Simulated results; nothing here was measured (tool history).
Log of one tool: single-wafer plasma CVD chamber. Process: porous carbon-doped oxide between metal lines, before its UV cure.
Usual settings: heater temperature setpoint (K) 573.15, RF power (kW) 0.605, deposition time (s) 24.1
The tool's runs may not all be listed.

run	hour	heater temperature setpoint (K)	RF power (kW)	deposition time (s)	read-back reference wafer on the same gauge, thickness_nm	mean film thickness on the monitor wafer (Å)
1	0	573.15	0.605	24.1	158.77	1484.13
2	33.1	573.15	0.605	24.1	158.961	1485.16
3	59.8	573.15	0.645	24.1	158.941	1536.26
4	95.2	573.15	0.645	24.1	158.914	1536.36
5	128.2	573.15	0.645	24.1	158.832	1523.45
6	157.3	573.15	0.605	24.1	158.959	1487.13
7	186.8	573.15	0.605	24.1	158.931	1490.37
# hour 224.2: gauge calibrated
8	254.1	573.15	0.605	24.1	159.017	1489.63
# hour 265.7: showerhead replaced, of another model than before
9	279.4	573.15	0.605	24.1	159.027	1496.93
10	292.7	573.15	0.605	24.1	158.941	1488.95
11	318.7	573.15	0.605	24.1	159.036	1488.06
12	347.2	573.15	0.605	24.1	159.022	1488.26
# hour 355.6: thermocouple changed; heater temperature recalibrated
13	375.3	573.15	0.605	24.1	158.832	1440.07
14	396.6	573.15	0.605	24.1	158.89	1443.87
15	411	573.15	0.605	24.1	159.018	1438.99
16	435	584.15	0.64	19.7	159.079	1155.54
17	457.7	573.15	0.605	24.1	158.777	1441.46
18	471.5	573.15	0.605	21.1	159.02	1272.72
19	483.7	573.15	0.545	24.1	159.13	1333.81
20	500.4	573.15	0.5	28.8	159.154	1476.33
21	521.8	573.15	0.705	24.1	158.84	1616.27
22	536.5	558.15	0.7	25.8	159.224	1901.14
23	562.7	573.15	0.545	21	159.031	1168.63
# hour 577.1: RF generator calibrated
24	598.1	573.15	0.605	24.1	158.916	1440.29
25	694.4	573.15	0.605	24.1	159.093	1443.52
26	714.4	573.15	0.5	20.9	159.156	1090.66
27	747.6	573.15	0.605	24.1	159.048	1451.46
28	853.8	573.15	0.605	24.1	159.092	1446.42
29	876.1	573.15	0.605	21.2	159.004	1280.07
30	903.5	569.15	0.66	24.1	159.177	1593.2
31	937.5	568.15	0.65	26.7	158.867	1743.19
32	966.4	573.15	0.605	24.1	159.114	1453.57
33	980.4	582.15	0.605	21.6	158.924	1233.73
34	998.5	584.15	0.605	27	158.945	1507.36

Some steps in mean film thickness on the monitor wafer (Å) between neighbouring runs. How much of each would the tool show without its hidden state too (settings, what came in, random variation), and how much is left for the hidden state, with any gauge scatter that isn't in both results?
The hidden state here: wafer temperature above the value expected at the setpoint (K); delivered RF power above the setpoint (%); gauge reads high (%).
Run 2 -> 3: RF power (kW) 0.605 -> 0.645. mean film thickness on the monitor wafer (Å) +51.1: hidden state +1.83, all else +49.27.
Run 12 -> 13: thermocouple changed; heater temperature recalibrated. mean film thickness on the monitor wafer (Å) -48.19: hidden state -49.87, all else +1.68.
Run 22 -> 23: heater temperature setpoint (K) 558.15 -> 573.15, RF power (kW) 0.7 -> 0.545, deposition time (s) 25.8 -> 21. mean film thickness on the monitor wafer (Å) -732.51: hidden state +1.57, all else -734.08.
Run 25 -> 26: RF power (kW) 0.605 -> 0.5, deposition time (s) 24.1 -> 20.9. mean film thickness on the monitor wafer (Å) -352.86: hidden state +0.09, all else -352.95.
Run 26 -> 27: RF power (kW) 0.5 -> 0.605, deposition time (s) 20.9 -> 24.1. mean film thickness on the monitor wafer (Å) +360.8: hidden state +0.76, all else +360.04.
Run 27 -> 28: no setting changed, nothing entered. mean film thickness on the monitor wafer (Å) -5.04: hidden state +1.7, all else -6.74.
